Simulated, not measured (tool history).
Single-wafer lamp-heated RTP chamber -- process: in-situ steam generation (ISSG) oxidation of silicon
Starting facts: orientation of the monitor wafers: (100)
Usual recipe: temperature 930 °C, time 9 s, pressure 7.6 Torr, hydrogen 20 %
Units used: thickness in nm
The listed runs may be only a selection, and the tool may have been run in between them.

run   hour  temperature  time  pressure  hydrogen  wafers since the last listed run  wafers since the last pyrometer calibration  hours since the pressure gauge was zeroed  hours since the hydrogen flow controller was replaced  hours since the gauge calibration  read-back reference wafer on the same gauge, thickness  thickness
  1      0          930     6       7.6        20                                 0                                         3550                                     2973.6                                                 4898.4                              166.7                                                   3.588      3.039
  2    8.8          930     6       7.6        20                                56                                         3606                                     2982.4                                                 4907.2                              175.5                                                   3.592      3.053
      28.5  -- pressure gauge zeroed
  3   30.5          930     9       7.6        20                                87                                         3693                                          2                                                 4928.9                              197.2                                                    3.59      3.506
  4   45.8          930     9       7.6        20                                97                                         3791                                       17.3                                                 4944.2                              212.5                                                   3.588      3.494
  5     63          938     9       7.6        20                               109                                         3900                                       34.5                                                 4961.4                              229.7                                                    3.59      3.554
  6   71.8          938     9       7.6        20                                56                                         3957                                       43.3                                                 4970.2                              238.5                                                   3.591      3.548
  7   83.3          930     9       8.4        20                                73                                         4030                                       54.8                                                 4981.7                                250                                                   3.592       3.48
  8   96.2          930     9       6.9        20                                82                                         4112                                       67.7                                                 4994.6                              262.9                                                    3.59       3.47
  9  103.5          930     9       7.6        20                                46                                         4159                                         75                                                 5001.9                              270.2                                                   3.593      3.488
 10  110.2          930     9       7.6        11                                42                                         4201                                       81.7                                                 5008.6                              276.9                                                   3.587      3.006
 11  122.4          930     9       7.6        20                                77                                         4279                                       93.9                                                 5020.8                              289.1                                                   3.588      3.494
 12  129.2          940     9       7.6        17                                43                                         4322                                      100.7                                                 5027.6                              295.9                                                   3.591      3.428
 13  136.2          942     8       6.9        25                                44                                         4367                                      107.7                                                 5034.6                              302.9                                                   3.587      3.651
 14  142.6          930     9       6.9        28                                40                                         4408                                      114.1                                                   5041                              309.3                                                    3.59      3.823
 15  154.3          938     9       7.1        13                                74                                         4482                                      125.8                                                 5052.7                                321                                                   3.588      3.185
 16  164.5          930     9       8.6        23                                65                                         4547                                        136                                                 5062.9                              331.2                                                    3.59      3.618
     170.7  -- gauge calibrated
     178.3  -- hydrogen flow controller replaced
 17  178.8          930     9       7.6        13                                40                                         4587                                      150.3                                                    0.5                                8.1                                                   3.591      3.141
 18  188.4          946     9       7.6        20                                61                                         4649                                      159.9                                                   10.1                               17.7                                                    3.59      3.624
     203.5  -- pyrometer window cleaned and pyrometer calibrated
 19    204          930     9       6.9        17                                48                                            3                                      175.5                                                   25.7                               33.3                                                   3.593      3.298
 20  215.1          930     9       7.6        20                                70                                           74                                      186.6                                                   36.8                               44.4                                                   3.589      3.444
 21  229.7          930     6       8.8        17                                93                                          167                                      201.2                                                   51.4                                 59                                                   3.591      2.878
 22  237.6          930     9         8        20                                50                                          217                                      209.1                                                   59.3                               66.9                                                    3.59      3.458
 23  254.4          945     6       8.9        25                               107                                          324                                      225.9                                                   76.1                               83.7                                                    3.59      3.245
 24  268.6          930     6       8.1        26                                90                                          415                                      240.1                                                   90.3                               97.9                                                   3.588       3.25
 25  274.9          919    11       6.9        29                                40                                          455                                      246.4                                                   96.6                              104.2                                                   3.588      4.004
 26  290.5          930     7       7.6        23                                99                                          554                                        262                                                  112.2                              119.8                                                    3.59      3.323
 27  308.2          930     9       7.6        20                               112                                          667                                      279.7                                                  129.9                              137.5                                                   3.589      3.473
 28  320.3          930     9       7.6        20                                77                                          744                                      291.8                                                    142                              149.6                                                   3.589      3.469
 29    331          914    11       8.3        17                                68                                          812                                      302.5                                                  152.7                              160.3                                                    3.59      3.457
 30  338.2          920    10         8        26                                45                                          858                                      309.7                                                  159.9                              167.5                                                   3.591      3.794
 31  350.7          944    10       6.9        17                                79                                          938                                      322.2                                                  172.4                                180                                                   3.591      3.546

State the hidden condition of the tool at each of the runs:
true pressure minus gauge reading, Torr: 0 across all the runs
deviation of the hydrogen flow from its setpoint, %: 0 across all the runs
gauge reads high (%): 0 across all the runs
H1: true wafer temperature minus pyrometer reading, K
run    H1
  1  9.27
  2  9.31
  3  9.41
  4  9.48
  5  9.54
  6  9.58
  7  9.62
  8  9.66
  9  9.69
 10  9.71
 11  9.75
 12  9.77
 13  9.79
 14  9.81
 15  9.84
 16  9.87
 17   9.9
 18  9.93
 19  1.98
 20  2.41
 21  2.95
 22  3.23
 23   3.8
 24  4.25
 25  4.44
 26   4.9
 27  5.39
 28   5.7
 29  5.97
 30  6.15
 31  6.44
